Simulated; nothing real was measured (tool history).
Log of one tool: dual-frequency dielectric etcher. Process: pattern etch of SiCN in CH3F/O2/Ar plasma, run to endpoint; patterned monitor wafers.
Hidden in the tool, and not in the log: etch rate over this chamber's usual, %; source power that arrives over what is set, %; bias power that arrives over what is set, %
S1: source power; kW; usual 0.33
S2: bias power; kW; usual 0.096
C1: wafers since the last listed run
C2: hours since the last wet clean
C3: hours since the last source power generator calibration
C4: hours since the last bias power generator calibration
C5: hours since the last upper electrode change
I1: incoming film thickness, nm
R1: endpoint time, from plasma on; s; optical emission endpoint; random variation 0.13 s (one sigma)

run 1 hour=0 | S1=0.29 S2=0.096 | C1=0 C2=160.9 C3=660.3 C4=1413.6 C5=3573.1 | I1=9.85 | R1=26.2
run 2 hour=84.4 | S1=0.29 S2=0.096 | C1=1269 C2=245.3 C3=744.7 C4=1498 C5=3657.5 | I1=9.89 | R1=26.4
run 3 hour=126.6 | S1=0.29 S2=0.096 | C1=634 C2=287.5 C3=786.9 C4=1540.2 C5=3699.7 | I1=9.83 | R1=26.2
-- hour=177 wet clean of the chamber
run 4 hour=202.6 | S1=0.31 S2=0.096 | C1=782 C2=25.6 C3=862.9 C4=1616.2 C5=3775.7 | I1=9.81 | R1=25.5
run 5 hour=332 | S1=0.31 S2=0.096 | C1=1946 C2=155 C3=992.3 C4=1745.6 C5=3905.1 | I1=9.83 | R1=25.6
run 6 hour=369.1 | S1=0.31 S2=0.096 | C1=558 C2=192.1 C3=1029.4 C4=1782.7 C5=3942.2 | I1=9.87 | R1=25.4
run 7 hour=457.9 | S1=0.33 S2=0.096 | C1=1335 C2=280.9 C3=1118.2 C4=1871.5 C5=4031 | I1=9.93 | R1=25.4
-- hour=511.6 wet clean of the chamber
run 8 hour=558.9 | S1=0.33 S2=0.096 | C1=1158 C2=47.3 C3=1219.2 C4=1972.5 C5=4132 | I1=9.86 | R1=25.2
run 9 hour=627.5 | S1=0.35 S2=0.096 | C1=1032 C2=115.9 C3=1287.8 C4=2041.1 C5=4200.6 | I1=9.91 | R1=25
-- hour=660.8 bias power generator calibrated
-- hour=819.3 wet clean of the chamber
run 10 hour=827.7 | S1=0.27 S2=0.096 | C1=2590 C2=8.4 C3=1488 C4=166.9 C5=4400.8 | I1=9.91 | R1=27
-- hour=862.7 upper electrode replaced
run 11 hour=893 | S1=0.26 S2=0.108 | C1=621 C2=73.7 C3=1553.3 C4=232.2 C5=30.3 | I1=9.8 | R1=25.5
-- hour=946.8 source power generator calibrated
run 12 hour=991.5 | S1=0.4 S2=0.117 | C1=1421 C2=172.2 C3=44.7 C4=330.7 C5=128.8 | I1=9.91 | R1=21.8
run 13 hour=1054.9 | S1=0.38 S2=0.107 | C1=953 C2=235.6 C3=108.1 C4=394.1 C5=192.2 | I1=9.85 | R1=22.9
-- hour=1220.4 wet clean of the chamber
run 14 hour=1300.3 | S1=0.33 S2=0.096 | C1=3330 C2=79.9 C3=353.5 C4=639.5 C5=437.6 | I1=9.97 | R1=25.4
run 15 hour=1369.1 | S1=0.33 S2=0.096 | C1=1035 C2=148.7 C3=422.3 C4=708.3 C5=506.4 | I1=9.79 | R1=24.7
run 16 hour=1437.5 | S1=0.4 S2=0.08 | C1=1029 C2=217.1 C3=490.7 C4=776.7 C5=574.8 | I1=9.98 | R1=25.9

5 ways to go on from here, each from the tool as it stands after run 16. What would each give?
run A hour=1437.9 | S1=0.33 S2=0.096 | C1=6 C2=217.5 C3=491.1 C4=777.1 C5=575.2 | I1=9.91 | R1=?
run B hour=1437.9 | S1=0.33 S2=0.119 | C1=6 C2=217.5 C3=491.1 C4=777.1 C5=575.2 | I1=9.91 | R1=?
run C hour=1437.9 | S1=0.4 S2=0.076 | C1=6 C2=217.5 C3=491.1 C4=777.1 C5=575.2 | I1=9.91 | R1=?
run D hour=1437.9 | S1=0.3 S2=0.072 | C1=6 C2=217.5 C3=491.1 C4=777.1 C5=575.2 | I1=9.91 | R1=?
run E hour=1437.9 | S1=0.37 S2=0.114 | C1=6 C2=217.5 C3=491.1 C4=777.1 C5=575.2 | I1=9.91 | R1=?

run=A R1=25.1
run=B R1=22.8
run=C R1=26.1
run=D R1=29.4
run=E R1=22.4
Without the tool's hidden state the same runs would have given:
run=A R1=25.1
run=B R1=22.8
run=C R1=26.1
run=D R1=29.4
run=E R1=22.4

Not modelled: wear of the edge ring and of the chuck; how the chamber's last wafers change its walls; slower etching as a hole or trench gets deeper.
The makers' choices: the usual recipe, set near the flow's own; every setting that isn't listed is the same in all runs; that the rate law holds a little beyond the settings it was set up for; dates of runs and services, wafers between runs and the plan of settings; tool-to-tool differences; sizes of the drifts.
